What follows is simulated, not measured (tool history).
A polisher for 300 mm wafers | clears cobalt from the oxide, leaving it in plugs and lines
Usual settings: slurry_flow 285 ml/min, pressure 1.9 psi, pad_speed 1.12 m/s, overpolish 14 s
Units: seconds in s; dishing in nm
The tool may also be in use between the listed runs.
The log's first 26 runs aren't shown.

run	hour	slurry_flow	pressure	pad_speed	overpolish	incoming thickness of the incoming film, nm	seconds	dishing
27	657.7	285	2.1	0.96	14	312.5	56.7	48.1
28	673.3	335	1.2	1.42	11	312.2	65.0	38.3
29	703.6	285	1.4	1.34	14	306.1	59.4	45.4
30	720.2	285	1.5	0.76	14	304.7	97.7	32.9
31	750.6	285	2.5	1.12	14	303.6	40.3	54.8
32	766.7	235	1.9	1.12	9	304.4	55.1	35.8
# hour 793.1: worn pad replaced by a new one
33	793.6	285	1.9	1.12	14	303.7	47.3	50.5
34	824.1	285	1.9	1.12	14	310.0	48.9	52.4

Forecast each of these 5 alternatives for the next run:
A	824.5	285	2.1	1.12	14	312.7	?	?
B	824.5	345	2.3	0.72	18	312.7	?	?
C	824.5	285	1.9	1.12	18	312.7	?	?
D	824.5	285	1.3	1.28	19	312.7	?	?
E	824.5	285	1.9	1.12	6	312.7	?	?

run	seconds	dishing
A	45.1	54.4
B	63.0	52.4
C	49.9	58.4
D	63.8	53.5
E	49.9	29.5
Without the tool's hidden state the same runs would have given:
run	seconds	dishing
A	48.2	52.7
B	67.3	50.5
C	53.3	56.8
D	68.2	51.7
E	53.3	28.0
